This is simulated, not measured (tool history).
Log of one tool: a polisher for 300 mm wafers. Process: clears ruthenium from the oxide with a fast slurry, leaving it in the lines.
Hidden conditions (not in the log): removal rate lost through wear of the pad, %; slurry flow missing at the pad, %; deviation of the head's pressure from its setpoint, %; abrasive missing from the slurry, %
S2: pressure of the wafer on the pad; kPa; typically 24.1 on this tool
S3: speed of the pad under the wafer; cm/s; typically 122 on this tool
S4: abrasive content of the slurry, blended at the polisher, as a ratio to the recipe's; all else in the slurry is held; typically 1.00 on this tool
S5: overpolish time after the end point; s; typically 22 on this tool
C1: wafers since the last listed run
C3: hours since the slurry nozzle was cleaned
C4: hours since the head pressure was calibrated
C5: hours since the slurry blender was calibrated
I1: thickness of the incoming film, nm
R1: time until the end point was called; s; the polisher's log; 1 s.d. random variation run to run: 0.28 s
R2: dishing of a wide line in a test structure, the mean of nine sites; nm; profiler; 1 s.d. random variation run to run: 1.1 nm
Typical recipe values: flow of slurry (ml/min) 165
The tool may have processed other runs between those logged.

{"run": 1, "hour": 0.0, "flow of slurry (ml/min)": 165, "S2": 24.1, "S3": 122, "S4": 1.0, "S5": 22, "C1": 0, "wafers polished on this pad": 149, "C3": 429.9, "C4": 896.2, "C5": 154.9, "I1": 120.1, "R1": 22.5, "R2": 56.5}
{"run": 2, "hour": 7.1, "flow of slurry (ml/min)": 165, "S2": 24.1, "S3": 122, "S4": 1.0, "S5": 22, "C1": 66, "wafers polished on this pad": 216, "C3": 437.0, "C4": 903.3, "C5": 162.0, "I1": 118.8, "R1": 22.1, "R2": 54.7}
{"run": 3, "hour": 34.2, "flow of slurry (ml/min)": 165, "S2": 24.1, "S3": 122, "S4": 1.0, "S5": 22, "C1": 254, "wafers polished on this pad": 470, "C3": 464.1, "C4": 930.4, "C5": 189.1, "I1": 121.1, "R1": 23.3, "R2": 57.5}
{"run": 4, "hour": 50.2, "flow of slurry (ml/min)": 165, "S2": 24.1, "S3": 122, "S4": 1.0, "S5": 22, "C1": 150, "wafers polished on this pad": 621, "C3": 480.1, "C4": 946.4, "C5": 205.1, "I1": 119.8, "R1": 23.0, "R2": 55.3}
{"run": 5, "hour": 56.2, "flow of slurry (ml/min)": 165, "S2": 24.1, "S3": 122, "S4": 1.0, "S5": 22, "C1": 56, "wafers polished on this pad": 677, "C3": 486.1, "C4": 952.4, "C5": 211.1, "I1": 121.7, "R1": 23.1, "R2": 54.8}
{"hour": 96.1, "done": "worn pad replaced by a new one"}
{"run": 6, "hour": 108.1, "flow of slurry (ml/min)": 165, "S2": 24.1, "S3": 122, "S4": 1.0, "S5": 22, "C1": 449, "wafers polished on this pad": 112, "C3": 538.0, "C4": 1004.3, "C5": 263.0, "I1": 119.2, "R1": 23.0, "R2": 57.4}
{"run": 7, "hour": 117.7, "flow of slurry (ml/min)": 205, "S2": 24.1, "S3": 122, "S4": 1.0, "S5": 22, "C1": 90, "wafers polished on this pad": 202, "C3": 547.6, "C4": 1013.9, "C5": 272.6, "I1": 120.1, "R1": 21.6, "R2": 58.9}
{"run": 8, "hour": 134.9, "flow of slurry (ml/min)": 205, "S2": 24.1, "S3": 122, "S4": 1.0, "S5": 22, "C1": 161, "wafers polished on this pad": 364, "C3": 564.8, "C4": 1031.1, "C5": 289.8, "I1": 121.8, "R1": 22.3, "R2": 59.1}
{"run": 9, "hour": 146.3, "flow of slurry (ml/min)": 205, "S2": 24.1, "S3": 122, "S4": 1.0, "S5": 22, "C1": 107, "wafers polished on this pad": 471, "C3": 576.2, "C4": 1042.5, "C5": 301.2, "I1": 122.1, "R1": 22.1, "R2": 58.1}
{"hour": 152.2, "done": "slurry nozzle cleaned"}
{"hour": 153.2, "done": "slurry blender recalibrated"}
{"run": 10, "hour": 161.0, "flow of slurry (ml/min)": 165, "S2": 24.1, "S3": 122, "S4": 1.0, "S5": 22, "C1": 118, "wafers polished on this pad": 589, "C3": 8.8, "C4": 1057.2, "C5": 7.8, "I1": 121.9, "R1": 20.5, "R2": 58.0}
{"run": 11, "hour": 170.1, "flow of slurry (ml/min)": 165, "S2": 24.1, "S3": 122, "S4": 1.0, "S5": 22, "C1": 85, "wafers polished on this pad": 675, "C3": 17.9, "C4": 1066.3, "C5": 16.9, "I1": 118.7, "R1": 20.2, "R2": 59.5}
{"run": 12, "hour": 185.6, "flow of slurry (ml/min)": 205, "S2": 24.1, "S3": 122, "S4": 1.0, "S5": 22, "C1": 145, "wafers polished on this pad": 820, "C3": 33.4, "C4": 1081.8, "C5": 32.4, "I1": 117.9, "R1": 19.4, "R2": 59.7}
{"run": 13, "hour": 194.8, "flow of slurry (ml/min)": 165, "S2": 24.1, "S3": 122, "S4": 1.0, "S5": 22, "C1": 86, "wafers polished on this pad": 907, "C3": 42.6, "C4": 1091.0, "C5": 41.6, "I1": 121.6, "R1": 20.8, "R2": 57.0}
{"run": 14, "hour": 212.6, "flow of slurry (ml/min)": 165, "S2": 24.1, "S3": 122, "S4": 1.0, "S5": 22, "C1": 167, "wafers polished on this pad": 1074, "C3": 60.4, "C4": 1108.8, "C5": 59.4, "I1": 122.3, "R1": 22.0, "R2": 58.5}
{"run": 15, "hour": 224.9, "flow of slurry (ml/min)": 165, "S2": 24.1, "S3": 122, "S4": 1.0, "S5": 22, "C1": 115, "wafers polished on this pad": 1189, "C3": 72.7, "C4": 1121.1, "C5": 71.7, "I1": 117.9, "R1": 20.5, "R2": 57.8}
{"run": 16, "hour": 231.5, "flow of slurry (ml/min)": 165, "S2": 24.1, "S3": 122, "S4": 1.0, "S5": 13, "C1": 61, "wafers polished on this pad": 1251, "C3": 79.3, "C4": 1127.7, "C5": 78.3, "I1": 120.4, "R1": 21.3, "R2": 46.6}
{"hour": 238.3, "done": "worn pad replaced by a new one"}
{"run": 17, "hour": 246.9, "flow of slurry (ml/min)": 165, "S2": 24.1, "S3": 122, "S4": 1.0, "S5": 22, "C1": 107, "wafers polished on this pad": 80, "C3": 94.7, "C4": 1143.1, "C5": 93.7, "I1": 119.2, "R1": 21.3, "R2": 56.4}
{"hour": 250.3, "done": "head pressure recalibrated"}
{"run": 18, "hour": 254.2, "flow of slurry (ml/min)": 165, "S2": 24.1, "S3": 122, "S4": 1.0, "S5": 22, "C1": 49, "wafers polished on this pad": 130, "C3": 102.0, "C4": 3.9, "C5": 101.0, "I1": 118.1, "R1": 23.8, "R2": 54.9}
{"run": 19, "hour": 265.9, "flow of slurry (ml/min)": 125, "S2": 26.9, "S3": 82, "S4": 1.25, "S5": 22, "C1": 109, "wafers polished on this pad": 240, "C3": 113.7, "C4": 15.6, "C5": 112.7, "I1": 117.8, "R1": 29.3, "R2": 51.0}
{"run": 20, "hour": 279.0, "flow of slurry (ml/min)": 195, "S2": 30.3, "S3": 142, "S4": 1.0, "S5": 15, "C1": 123, "wafers polished on this pad": 363, "C3": 126.8, "C4": 28.7, "C5": 125.8, "I1": 120.1, "R1": 16.4, "R2": 55.0}
{"run": 21, "hour": 287.1, "flow of slurry (ml/min)": 215, "S2": 24.1, "S3": 154, "S4": 1.0, "S5": 12, "C1": 76, "wafers polished on this pad": 439, "C3": 134.9, "C4": 36.8, "C5": 133.9, "I1": 119.6, "R1": 19.0, "R2": 48.7}
{"run": 22, "hour": 294.1, "flow of slurry (ml/min)": 165, "S2": 21.4, "S3": 106, "S4": 0.8, "S5": 10, "C1": 65, "wafers polished on this pad": 505, "C3": 141.9, "C4": 43.8, "C5": 140.9, "I1": 121.4, "R1": 34.8, "R2": 29.5}
{"run": 23, "hour": 301.3, "flow of slurry (ml/min)": 225, "S2": 20.0, "S3": 132, "S4": 1.2, "S5": 22, "C1": 67, "wafers polished on this pad": 572, "C3": 149.1, "C4": 51.0, "C5": 148.1, "I1": 119.9, "R1": 24.7, "R2": 54.6}
{"run": 24, "hour": 309.0, "flow of slurry (ml/min)": 110, "S2": 24.1, "S3": 146, "S4": 1.0, "S5": 22, "C1": 72, "wafers polished on this pad": 645, "C3": 156.8, "C4": 58.7, "C5": 155.8, "I1": 119.8, "R1": 22.9, "R2": 54.5}
{"run": 25, "hour": 320.2, "flow of slurry (ml/min)": 115, "S2": 31.7, "S3": 122, "S4": 0.85, "S5": 22, "C1": 105, "wafers polished on this pad": 750, "C3": 168.0, "C4": 69.9, "C5": 167.0, "I1": 119.3, "R1": 21.5, "R2": 57.6}
{"run": 26, "hour": 335.8, "flow of slurry (ml/min)": 145, "S2": 21.4, "S3": 160, "S4": 1.3, "S5": 22, "C1": 146, "wafers polished on this pad": 896, "C3": 183.6, "C4": 85.5, "C5": 182.6, "I1": 118.0, "R1": 20.5, "R2": 60.5}
{"run": 27, "hour": 347.3, "flow of slurry (ml/min)": 165, "S2": 24.1, "S3": 122, "S4": 1.0, "S5": 32, "C1": 107, "wafers polished on this pad": 1004, "C3": 195.1, "C4": 97.0, "C5": 194.1, "I1": 119.9, "R1": 24.3, "R2": 58.4}
{"run": 28, "hour": 354.5, "flow of slurry (ml/min)": 190, "S2": 24.1, "S3": 146, "S4": 1.1, "S5": 22, "C1": 67, "wafers polished on this pad": 1072, "C3": 202.3, "C4": 104.2, "C5": 201.3, "I1": 120.0, "R1": 19.9, "R2": 59.4}
{"hour": 359.8, "done": "worn pad replaced by a new one"}
{"run": 29, "hour": 365.8, "flow of slurry (ml/min)": 200, "S2": 18.6, "S3": 122, "S4": 1.1, "S5": 22, "C1": 68, "wafers polished on this pad": 56, "C3": 213.6, "C4": 115.5, "C5": 212.6, "I1": 118.4, "R1": 28.9, "R2": 50.9}

Take each entry between the runs: how does the hidden state at the last listed run before it differ from the hidden state at the first listed run after it?
Logged between run 5 and run 6: worn pad replaced by a new one (hour 96.1)
  deviation of the head's pressure from its setpoint, %: 10.6 -> 11.1; abrasive missing from the slurry, %: 29.4 -> 30.6
  measured result minus the result with no hidden state, R1: +0.3 -> +0.4 s; R2: -0.3 -> -0.3 nm
Logged between run 9 and run 10: slurry nozzle cleaned (hour 152.2); slurry blender recalibrated (hour 153.2)
  deviation of the head's pressure from its setpoint, %: 11.5 -> 11.6; abrasive missing from the slurry, %: 31.1 -> 4.27
  measured result minus the result with no hidden state, R1: +0.3 -> -2.1 s; R2: -0.3 -> +1.8 nm
Logged between run 16 and run 17: worn pad replaced by a new one (hour 238.3)
  deviation of the head's pressure from its setpoint, %: 12.4 -> 12.5; abrasive missing from the slurry, %: 17.7 -> 19.5
  measured result minus the result with no hidden state, R1: -1.2 -> -1.0 s; R2: +1.3 -> +0.8 nm
Logged between run 17 and run 18: head pressure recalibrated (hour 250.3)
  deviation of the head's pressure from its setpoint, %: 12.5 -> 0.18; abrasive missing from the slurry, %: 19.5 -> 20.3
  measured result minus the result with no hidden state, R1: -1.0 -> +1.6 s; R2: +0.8 -> -1.5 nm
Logged between run 28 and run 29: worn pad replaced by a new one (hour 359.8)
  deviation of the head's pressure from its setpoint, %: 1.22 -> 1.34; abrasive missing from the slurry, %: 26.3 -> 26.7
  measured result minus the result with no hidden state, R1: +1.6 -> +2.4 s; R2: -1.4 -> -1.9 nm
